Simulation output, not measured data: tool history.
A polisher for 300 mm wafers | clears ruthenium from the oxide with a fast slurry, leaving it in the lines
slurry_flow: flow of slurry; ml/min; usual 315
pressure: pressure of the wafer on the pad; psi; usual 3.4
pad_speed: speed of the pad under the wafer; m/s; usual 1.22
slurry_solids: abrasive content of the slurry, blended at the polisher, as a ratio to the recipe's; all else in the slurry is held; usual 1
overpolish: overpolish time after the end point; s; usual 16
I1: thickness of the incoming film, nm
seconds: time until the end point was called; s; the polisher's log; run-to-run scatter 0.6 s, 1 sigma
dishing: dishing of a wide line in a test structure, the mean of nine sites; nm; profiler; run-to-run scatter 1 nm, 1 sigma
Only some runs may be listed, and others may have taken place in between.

{"run": 1, "hour": 0.0, "slurry_flow": 315, "pressure": 3.4, "pad_speed": 1.22, "slurry_solids": 1, "overpolish": 16, "I1": 199.8, "seconds": 36.4, "dishing": 48.2}
{"run": 2, "hour": 13.0, "slurry_flow": 360, "pressure": 3.4, "pad_speed": 1.22, "slurry_solids": 1, "overpolish": 16, "I1": 199.3, "seconds": 36, "dishing": 49.2}
{"hour": 101.9, "done": "worn pad replaced by a new one"}
{"run": 3, "hour": 112.8, "slurry_flow": 360, "pressure": 3.4, "pad_speed": 1.22, "slurry_solids": 1, "overpolish": 16, "I1": 198, "seconds": 32.5, "dishing": 51.2}
{"run": 4, "hour": 144.7, "slurry_flow": 280, "pressure": 3.4, "pad_speed": 0.96, "slurry_solids": 0.75, "overpolish": 25, "I1": 202.3, "seconds": 53.6, "dishing": 48.9}
{"run": 5, "hour": 171.6, "slurry_flow": 395, "pressure": 4.4, "pad_speed": 0.9, "slurry_solids": 1.25, "overpolish": 16, "I1": 201.8, "seconds": 35.1, "dishing": 50.1}
{"run": 6, "hour": 188.7, "slurry_flow": 255, "pressure": 3.4, "pad_speed": 1.22, "slurry_solids": 1, "overpolish": 16, "I1": 201.2, "seconds": 36.1, "dishing": 47.6}
{"run": 7, "hour": 217.1, "slurry_flow": 315, "pressure": 3.4, "pad_speed": 1.22, "slurry_solids": 1, "overpolish": 16, "I1": 197.8, "seconds": 34.2, "dishing": 48.3}
{"run": 8, "hour": 247.9, "slurry_flow": 380, "pressure": 2.6, "pad_speed": 0.84, "slurry_solids": 1, "overpolish": 16, "I1": 198.8, "seconds": 58.4, "dishing": 34.1}
{"hour": 276.0, "done": "slurry nozzle cleaned"}
{"run": 9, "hour": 276.5, "slurry_flow": 315, "pressure": 3.4, "pad_speed": 1.44, "slurry_solids": 1, "overpolish": 16, "I1": 202.5, "seconds": 31, "dishing": 53.7}
{"run": 10, "hour": 295.6, "slurry_flow": 315, "pressure": 3.4, "pad_speed": 1.22, "slurry_solids": 1, "overpolish": 16, "I1": 201, "seconds": 36.2, "dishing": 46.5}
{"run": 11, "hour": 313.4, "slurry_flow": 380, "pressure": 2.6, "pad_speed": 0.84, "slurry_solids": 1, "overpolish": 16, "I1": 200.6, "seconds": 60.3, "dishing": 33.7}
{"hour": 339.1, "done": "worn pad replaced by a new one"}
{"run": 12, "hour": 341.0, "slurry_flow": 315, "pressure": 2.3, "pad_speed": 1.22, "slurry_solids": 1.15, "overpolish": 16, "I1": 198.4, "seconds": 36.3, "dishing": 46.9}
{"hour": 345.3, "done": "slurry blender recalibrated"}
{"run": 13, "hour": 355.8, "slurry_flow": 315, "pressure": 3.4, "pad_speed": 1.22, "slurry_solids": 1.3, "overpolish": 16, "I1": 201.6, "seconds": 29.2, "dishing": 57.2}
{"run": 14, "hour": 386.9, "slurry_flow": 315, "pressure": 3.4, "pad_speed": 1.1, "slurry_solids": 1, "overpolish": 25, "I1": 198.3, "seconds": 35.3, "dishing": 60.3}
{"run": 15, "hour": 405.9, "slurry_flow": 235, "pressure": 3.4, "pad_speed": 1.58, "slurry_solids": 0.75, "overpolish": 6, "I1": 200.4, "seconds": 32, "dishing": 24.7}
{"run": 16, "hour": 430.2, "slurry_flow": 315, "pressure": 4.3, "pad_speed": 1.22, "slurry_solids": 1.25, "overpolish": 16, "I1": 197.1, "seconds": 25.4, "dishing": 58.8}
{"run": 17, "hour": 442.3, "slurry_flow": 365, "pressure": 3.4, "pad_speed": 1.22, "slurry_solids": 1, "overpolish": 16, "I1": 197.7, "seconds": 32.4, "dishing": 48.4}
{"run": 18, "hour": 460.2, "slurry_flow": 315, "pressure": 4.4, "pad_speed": 1.22, "slurry_solids": 0.9, "overpolish": 16, "I1": 199.9, "seconds": 31.6, "dishing": 51.4}
{"run": 19, "hour": 490.9, "slurry_flow": 265, "pressure": 3.4, "pad_speed": 1.22, "slurry_solids": 1.15, "overpolish": 19, "I1": 198.6, "seconds": 33, "dishing": 54.4}
{"run": 20, "hour": 524.4, "slurry_flow": 405, "pressure": 3.4, "pad_speed": 1.34, "slurry_solids": 1, "overpolish": 12, "I1": 197.4, "seconds": 31.5, "dishing": 41.4}
{"hour": 533.5, "done": "head pressure recalibrated"}
{"run": 21, "hour": 537.6, "slurry_flow": 255, "pressure": 3.4, "pad_speed": 1.22, "slurry_solids": 1, "overpolish": 16, "I1": 200.9, "seconds": 36.8, "dishing": 48.7}
{"run": 22, "hour": 559.9, "slurry_flow": 315, "pressure": 3.4, "pad_speed": 1.22, "slurry_solids": 1, "overpolish": 16, "I1": 200.5, "seconds": 37.1, "dishing": 47.3}
{"run": 23, "hour": 587.6, "slurry_flow": 315, "pressure": 3.4, "pad_speed": 1.22, "slurry_solids": 1, "overpolish": 16, "I1": 198.2, "seconds": 36.8, "dishing": 47.4}
{"hour": 613.5, "done": "worn pad replaced by a new one"}
{"run": 24, "hour": 614.0, "slurry_flow": 315, "pressure": 3.8, "pad_speed": 1.1, "slurry_solids": 0.85, "overpolish": 16, "I1": 196.9, "seconds": 37.2, "dishing": 46.2}

Forecast run 25:
{"run": 25, "hour": 643.5, "slurry_flow": 315, "pressure": 4, "pad_speed": 1.38, "slurry_solids": 0.85, "overpolish": 20, "I1": 201.3, "seconds": "?", "dishing": "?"}

For run 25 the tool returned seconds 30.1 s, dishing 59.6 nm.
The same run, on a tool lacking any hidden state, would have yielded seconds 29.3 s, dishing 60.2 nm.
